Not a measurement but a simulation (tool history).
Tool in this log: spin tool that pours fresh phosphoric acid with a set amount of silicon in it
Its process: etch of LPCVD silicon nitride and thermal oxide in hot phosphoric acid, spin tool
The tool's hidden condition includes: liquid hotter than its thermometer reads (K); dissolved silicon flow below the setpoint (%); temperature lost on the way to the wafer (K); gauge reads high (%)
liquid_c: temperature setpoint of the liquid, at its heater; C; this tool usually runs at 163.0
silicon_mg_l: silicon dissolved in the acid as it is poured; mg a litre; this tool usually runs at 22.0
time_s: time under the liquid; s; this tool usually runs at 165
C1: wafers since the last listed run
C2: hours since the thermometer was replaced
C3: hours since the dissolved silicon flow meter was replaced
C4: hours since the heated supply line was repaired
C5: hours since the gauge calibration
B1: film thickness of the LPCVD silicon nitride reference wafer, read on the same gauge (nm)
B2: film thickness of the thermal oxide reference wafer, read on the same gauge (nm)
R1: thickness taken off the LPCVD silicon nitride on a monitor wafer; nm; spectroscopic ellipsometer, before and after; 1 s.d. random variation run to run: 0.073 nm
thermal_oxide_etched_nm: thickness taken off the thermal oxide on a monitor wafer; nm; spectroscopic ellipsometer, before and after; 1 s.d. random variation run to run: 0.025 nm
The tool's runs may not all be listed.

Run 1, day 0.000: usual settings but time_s 220 s; C1 0; C2 2161.9; C3 1982.4; C4 1444.0; C5 787.2; B1 39.99; B2 140.009. Result: R1 22.01 nm, thermal_oxide_etched_nm 0.380 nm.
Run 2, day 1.196: usual settings; C1 127; C2 2190.6; C3 2011.1; C4 1472.7; C5 815.9; B1 39.99; B2 139.964. Result: R1 16.49 nm, thermal_oxide_etched_nm 0.254 nm.
Run 3, day 2.112: usual settings; C1 97; C2 2212.6; C3 2033.1; C4 1494.7; C5 837.9; B1 40.00; B2 140.001. Result: R1 16.51 nm, thermal_oxide_etched_nm 0.259 nm.
At day 2.300: gauge calibrated.
Run 4, day 3.175: usual settings; C1 113; C2 2238.1; C3 2058.6; C4 1520.2; C5 21.0; B1 39.99; B2 139.996. Result: R1 16.48 nm, thermal_oxide_etched_nm 0.270 nm.
Run 5, day 4.642: usual settings; C1 156; C2 2273.3; C3 2093.8; C4 1555.4; C5 56.2; B1 39.97; B2 139.999. Result: R1 16.40 nm, thermal_oxide_etched_nm 0.281 nm.
Run 6, day 5.300: usual settings; C1 70; C2 2289.1; C3 2109.6; C4 1571.2; C5 72.0; B1 39.98; B2 140.014. Result: R1 16.40 nm, thermal_oxide_etched_nm 0.259 nm.
Run 7, day 5.896: usual settings but silicon_mg_l 15.5 mg a litre, time_s 130 s; C1 63; C2 2303.4; C3 2123.9; C4 1585.5; C5 86.3; B1 39.99; B2 140.004. Result: R1 12.95 nm, thermal_oxide_etched_nm 0.253 nm.
Run 8, day 6.596: usual settings but liquid_c 162.0 C, silicon_mg_l 35.0 mg a litre; C1 74; C2 2320.2; C3 2140.7; C4 1602.3; C5 103.1; B1 40.01; B2 140.038. Result: R1 15.84 nm, thermal_oxide_etched_nm 0.139 nm.
Run 9, day 7.483: usual settings; C1 94; C2 2341.5; C3 2162.0; C4 1623.6; C5 124.4; B1 40.01; B2 140.016. Result: R1 16.37 nm, thermal_oxide_etched_nm 0.280 nm.
Run 10, day 8.725: usual settings but silicon_mg_l 13.5 mg a litre, time_s 210 s; C1 132; C2 2371.3; C3 2191.8; C4 1653.4; C5 154.2; B1 40.00; B2 140.006. Result: R1 20.86 nm, thermal_oxide_etched_nm 0.398 nm.
Run 11, day 9.825: usual settings but silicon_mg_l 15.5 mg a litre; C1 117; C2 2397.7; C3 2218.2; C4 1679.8; C5 180.6; B1 40.01; B2 140.010. Result: R1 16.43 nm, thermal_oxide_etched_nm 0.296 nm.
At day 10.675: thermometer replaced.
Run 12, day 10.862: usual settings; C1 106; C2 4.5; C3 2243.1; C4 1704.7; C5 205.5; B1 40.01; B2 139.993. Result: R1 16.39 nm, thermal_oxide_etched_nm 0.278 nm.
At day 11.717: heated supply line repaired.
Run 13, day 12.283: usual settings but liquid_c 161.0 C, silicon_mg_l 11.0 mg a litre, time_s 120 s; C1 147; C2 38.6; C3 2277.2; C4 13.6; C5 239.6; B1 40.00; B2 140.015. Result: R1 11.72 nm, thermal_oxide_etched_nm 0.234 nm.
At day 13.079: dissolved silicon flow meter replaced.
Run 14, day 13.425: usual settings but liquid_c 166.0 C, silicon_mg_l 39.0 mg a litre, time_s 260 s; C1 117; C2 66.0; C3 8.3; C4 41.0; C5 267.0; B1 40.01; B2 139.953. Result: R1 29.82 nm, thermal_oxide_etched_nm 0.296 nm.
Run 15, day 13.971: usual settings but liquid_c 164.0 C, silicon_mg_l 10.0 mg a litre, time_s 85 s; C1 58; C2 79.1; C3 21.4; C4 54.1; C5 280.1; B1 40.04; B2 139.981. Result: R1 9.15 nm, thermal_oxide_etched_nm 0.219 nm.
Run 16, day 14.725: usual settings but liquid_c 162.0 C, time_s 135 s; C1 80; C2 97.2; C3 39.5; C4 72.2; C5 298.2; B1 40.00; B2 139.979. Result: R1 13.57 nm, thermal_oxide_etched_nm 0.186 nm.
Run 17, day 15.600: usual settings but liquid_c 164.5 C, silicon_mg_l 30.5 mg a litre; C1 93; C2 118.2; C3 60.5; C4 93.2; C5 319.2; B1 39.98; B2 139.977. Result: R1 17.92 nm, thermal_oxide_etched_nm 0.243 nm.
Run 18, day 16.454: usual settings but liquid_c 164.0 C, time_s 235 s; C1 91; C2 138.7; C3 81.0; C4 113.7; C5 339.7; B1 39.99; B2 139.988. Result: R1 25.06 nm, thermal_oxide_etched_nm 0.437 nm.
Run 19, day 17.567: usual settings but silicon_mg_l 6.5 mg a litre, time_s 210 s; C1 118; C2 165.4; C3 107.7; C4 140.4; C5 366.4; B1 40.01; B2 140.002. Result: R1 21.98 nm, thermal_oxide_etched_nm 0.541 nm.
Run 20, day 18.988: usual settings but liquid_c 160.5 C, silicon_mg_l 15.5 mg a litre, time_s 195 s; C1 151; C2 199.5; C3 141.8; C4 174.5; C5 400.5; B1 39.98; B2 140.040. Result: R1 18.59 nm, thermal_oxide_etched_nm 0.372 nm.
Run 21, day 19.738: usual settings but liquid_c 165.0 C, silicon_mg_l 26.5 mg a litre, time_s 120 s; C1 80; C2 217.5; C3 159.8; C4 192.5; C5 418.5; B1 39.99; B2 139.994. Result: R1 13.25 nm, thermal_oxide_etched_nm 0.204 nm.
Run 22, day 21.167: usual settings but liquid_c 165.0 C, silicon_mg_l 36.0 mg a litre, time_s 130 s; C1 152; C2 251.8; C3 194.1; C4 226.8; C5 452.8; B1 40.02; B2 139.985. Result: R1 14.33 nm, thermal_oxide_etched_nm 0.144 nm.

Below are 4 alternative next runs, each starting from the tool's condition after run 22. Predict each:
Run A, day 21.188: usual settings but silicon_mg_l 38.5 mg a litre; C1 2; C2 252.3; C3 194.6; C4 227.3; C5 453.3; B1 ?; B2 ?. Result: R1 ?, thermal_oxide_etched_nm ?.
Run B, day 21.188: usual settings but silicon_mg_l 16.5 mg a litre, time_s 190 s; C1 2; C2 252.3; C3 194.6; C4 227.3; C5 453.3; B1 ?; B2 ?. Result: R1 ?, thermal_oxide_etched_nm ?.
Run C, day 21.188: usual settings but liquid_c 165.0 C, silicon_mg_l 10.5 mg a litre; C1 2; C2 252.3; C3 194.6; C4 227.3; C5 453.3; B1 ?; B2 ?. Result: R1 ?, thermal_oxide_etched_nm ?.
Run D, day 21.188: usual settings but liquid_c 162.0 C; C1 2; C2 252.3; C3 194.6; C4 227.3; C5 453.3; B1 ?; B2 ?. Result: R1 ?, thermal_oxide_etched_nm ?.

run     B1       B2     R1  thermal_oxide_etched_nm
  A  40.00  140.026  17.07                    0.150
  B  40.00  140.026  19.65                    0.404
  C  40.00  140.026  18.24                    0.469
  D  40.00  140.026  16.51                    0.280
Without the tool's hidden state the same runs would have given:
run     R1  thermal_oxide_etched_nm
  A  17.42                    0.157
  B  20.06                    0.423
  C  18.60                    0.491
  D  16.85                    0.292
